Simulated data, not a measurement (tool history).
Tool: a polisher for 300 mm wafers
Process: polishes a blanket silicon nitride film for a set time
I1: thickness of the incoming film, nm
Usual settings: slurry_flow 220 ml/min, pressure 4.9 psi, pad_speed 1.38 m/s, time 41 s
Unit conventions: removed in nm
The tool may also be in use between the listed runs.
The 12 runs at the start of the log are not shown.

At hour 646.7: head pressure recalibrated.
Run 13, hour 656: usual settings but time 47 s; I1 597.3. Result: removed 164.7 nm.
Run 14, hour 705: usual settings; I1 615.6. Result: removed 141.8 nm.
Run 15, hour 760.6: usual settings; I1 610.9. Result: removed 143 nm.
Run 16, hour 826.4: usual settings but slurry_flow 260 ml/min; I1 595.7. Result: removed 144.5 nm.
At hour 846.7: worn pad replaced by a new one, of another model than before.
Run 17, hour 857.6: usual settings; I1 610.1. Result: removed 149.5 nm.
Run 18, hour 912.7: usual settings but time 37 s; I1 613.8. Result: removed 130.8 nm.
Run 19, hour 962.1: usual settings but pad_speed 1.2 m/s; I1 603. Result: removed 132.3 nm.
Run 20, hour 1011.6: usual settings but pressure 6.5 psi, pad_speed 1.6 m/s; I1 616.6. Result: removed 180.4 nm.
At hour 1023.8: head pressure recalibrated.
Run 21, hour 1039.3: usual settings but slurry_flow 175 ml/min, time 52 s; I1 602. Result: removed 172.7 nm.
Run 22, hour 1099.9: usual settings but slurry_flow 180 ml/min, pad_speed 1.6 m/s, time 37 s; I1 618.7. Result: removed 133.4 nm.
Run 23, hour 1143.3: usual settings; I1 616.5. Result: removed 140.8 nm.
At hour 1154.2: worn pad replaced by a new one.
Run 24, hour 1275.4: usual settings but slurry_flow 265 ml/min, pad_speed 1.72 m/s; I1 613.1. Result: removed 169.5 nm.
Run 25, hour 1308.8: usual settings; I1 609.8. Result: removed 143.6 nm.
At hour 1365.5: head pressure recalibrated.
Run 26, hour 1366.3: usual settings but pressure 3.3 psi; I1 603.9. Result: removed 117.9 nm.
At hour 1406: slurry nozzle cleaned.
At hour 1414.4: worn pad replaced by a new one.
Run 27, hour 1414.9: usual settings but slurry_flow 255 ml/min, pad_speed 1.16 m/s; I1 602.7. Result: removed 142.3 nm.
Run 28, hour 1441.9: usual settings but pad_speed 1.7 m/s; I1 602.8. Result: removed 168.6 nm.
Run 29, hour 1470.1: usual settings but pressure 6.3 psi, pad_speed 1.18 m/s; I1 597.1. Result: removed 157 nm.
Run 30, hour 1505.5: usual settings but pad_speed 1.22 m/s; I1 598.1. Result: removed 137.1 nm.

Below are 3 alternative next runs, each starting from the tool's condition after run 30. Predict each:
Run A, hour 1505.9: usual settings but pressure 5.8 psi; I1 611.7. Result: removed ?.
Run B, hour 1505.9: usual settings but time 34 s; I1 611.7. Result: removed ?.
Run C, hour 1505.9: usual settings but pressure 3.2 psi, time 32 s; I1 611.7. Result: removed ?.

run  removed
  A    162.3
  B      123
  C     95.1
With the hidden condition removed and each run's random variation left untouched, the same runs would have given:
run  removed
  A    170.5
  B    129.2
  C      100
